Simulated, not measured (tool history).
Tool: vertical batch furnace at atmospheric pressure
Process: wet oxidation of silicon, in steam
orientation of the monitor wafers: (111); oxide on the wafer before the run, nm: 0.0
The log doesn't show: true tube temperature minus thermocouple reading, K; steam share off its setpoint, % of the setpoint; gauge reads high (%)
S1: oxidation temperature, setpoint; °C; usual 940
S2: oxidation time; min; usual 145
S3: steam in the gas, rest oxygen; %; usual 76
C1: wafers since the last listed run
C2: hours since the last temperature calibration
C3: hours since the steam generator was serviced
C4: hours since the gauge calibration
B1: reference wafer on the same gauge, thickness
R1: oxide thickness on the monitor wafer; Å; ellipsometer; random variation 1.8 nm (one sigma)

run,hour,S1,S2,S3,C1,C2,C3,C4,B1,R1
1,0,940,145,76,0,2514.1,2599.2,434.8,428.61,4917.7
2,18.1,940,145,76,151,2532.2,2617.3,452.9,429.01,4888.3
3,30.7,946,182,76,105,2544.8,2629.9,465.5,429.42,5919.2
4,43.3,946,182,76,105,2557.4,2642.5,478.1,428.66,5889
5,77.7,940,145,76,288,2591.8,2676.9,512.5,429.03,4918.4
6,106.6,940,145,76,242,2620.7,2705.8,541.4,428.98,4882.1
7,121.1,940,145,76,121,2635.2,2720.3,555.9,428.91,4892.4
8,142,940,145,76,175,2656.1,2741.2,576.8,428.99,4884.2
9,156.1,924,145,76,118,2670.2,2755.3,590.9,428.99,4354.3
10,179.5,924,145,76,196,2693.6,2778.7,614.3,429.32,4401.9
11,192.7,940,203,76,110,2706.8,2791.9,627.5,429.48,6101
# hour 216.9: steam generator serviced
12,224.5,940,203,76,65,2738.6,7.6,659.3,429.16,6104.8
13,244.5,940,145,79,167,2758.6,27.6,679.3,428.68,5050.8
14,268.1,940,145,76,198,2782.2,51.2,702.9,428.41,4882.8
15,293,922,145,76,208,2807.1,76.1,727.8,428.86,4294.9
16,323.9,940,110,86,259,2838,107,758.7,428.53,4423.8
# hour 350.3: gauge calibrated
# hour 361.3: thermocouples replaced and temperature profile calibrated
17,361.8,940,145,76,116,0.5,144.9,11.5,429.2,4948.9
18,373.4,960,107,67,97,12.1,156.5,23.1,428.93,4204.4
19,393.3,940,145,76,166,32,176.4,43,429.26,4906
20,412.5,940,145,76,161,51.2,195.6,62.2,428.45,4886.9
21,440.3,916,81,66,233,79,223.4,90,428.84,2432.4
22,471.5,961,185,81,261,110.2,254.6,121.2,428.5,6810.7
23,500.3,930,125.5,69,241,139,283.4,150,428.91,3869.9
24,518.8,940,145,87,155,157.5,301.9,168.5,428.39,5337.8
25,537.1,940,145,76,153,175.8,320.2,186.8,428.53,4891.9
26,567.2,940,145,76,252,205.9,350.3,216.9,428.79,4890.3
27,579.5,940,145,82,103,218.2,362.6,229.2,429.42,5155.8
28,609.9,954,107.5,76,255,248.6,393,259.6,429.37,4450.2
29,643.8,954,203.5,67,284,282.5,426.9,293.5,429.88,6152
30,655.8,919,105.5,80,100,294.5,438.9,305.5,428.64,3491

4 ways to go on from here, each from the tool as it stands after run 30. What would each give?
A,662.4,940,145,84,55,301.1,445.5,312.1,?,?
B,662.4,940,145,83,55,301.1,445.5,312.1,?,?
C,662.4,956,216.5,76,55,301.1,445.5,312.1,?,?
D,662.4,940,114.5,76,55,301.1,445.5,312.1,?,?

run,B1,R1
A,428.66,5225.2
B,428.66,5184.2
C,428.66,6977.9
D,428.66,4172.9
Without the tool's hidden state the same runs would have given:
run,R1
A,5225.2
B,5184.2
C,6977.9
D,4172.9
